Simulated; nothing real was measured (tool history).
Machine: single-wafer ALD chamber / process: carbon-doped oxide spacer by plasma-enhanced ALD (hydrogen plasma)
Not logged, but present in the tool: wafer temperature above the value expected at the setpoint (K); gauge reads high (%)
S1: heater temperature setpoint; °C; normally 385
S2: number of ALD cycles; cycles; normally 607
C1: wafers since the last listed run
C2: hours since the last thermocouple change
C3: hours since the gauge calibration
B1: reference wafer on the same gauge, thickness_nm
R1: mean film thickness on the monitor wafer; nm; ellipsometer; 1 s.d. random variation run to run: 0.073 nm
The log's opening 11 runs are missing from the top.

Run 12, hour 303.2: usual settings but S2 573 cycles; C1 7; C2 14.5; C3 769.9; B1 33.728. Result: R1 28.122 nm.
At hour 318.5: gauge calibrated.
Run 13, hour 326.8: usual settings; C1 12; C2 38.1; C3 8.3; B1 33.071. Result: R1 29.289 nm.
Run 14, hour 357.1: usual settings; C1 16; C2 68.4; C3 38.6; B1 33.110. Result: R1 29.310 nm.
Run 15, hour 371.3: usual settings but S1 395 °C; C1 7; C2 82.6; C3 52.8; B1 33.178. Result: R1 29.411 nm.
Run 16, hour 406.2: usual settings but S1 395 °C; C1 18; C2 117.5; C3 87.7; B1 33.196. Result: R1 29.188 nm.
Run 17, hour 418.3: usual settings but S1 395 °C; C1 6; C2 129.6; C3 99.8; B1 33.234. Result: R1 29.477 nm.
Run 18, hour 450.2: usual settings but S1 398 °C, S2 695 cycles; C1 16; C2 161.5; C3 131.7; B1 33.297. Result: R1 33.686 nm.
Run 19, hour 469.0: usual settings but S1 381 °C, S2 528 cycles; C1 9; C2 180.3; C3 150.5; B1 33.311. Result: R1 25.694 nm.
Run 20, hour 502.7: usual settings but S2 519 cycles; C1 17; C2 214.0; C3 184.2; B1 33.363. Result: R1 25.268 nm.
Run 21, hour 516.7: usual settings but S1 394 °C, S2 660 cycles; C1 7; C2 228.0; C3 198.2; B1 33.381. Result: R1 32.018 nm.
Run 22, hour 543.0: usual settings but S1 378 °C; C1 13; C2 254.3; C3 224.5; B1 33.415. Result: R1 29.579 nm.
Run 23, hour 557.6: usual settings but S2 554 cycles; C1 7; C2 268.9; C3 239.1; B1 33.436. Result: R1 26.940 nm.
Run 24, hour 574.8: usual settings but S2 712 cycles; C1 9; C2 286.1; C3 256.3; B1 33.445. Result: R1 34.593 nm.

Expected results for the next run?
Run 25, hour 590.0: usual settings but S1 378 °C, S2 549 cycles; C1 8; C2 301.3; C3 271.5; B1 ?. Result: R1 ?.

{"run 25": {"B1": 33.469, "R1": 26.767}}
On a tool with no hidden condition, and with the same random variation, this run would have come out at R1 26.399 nm.
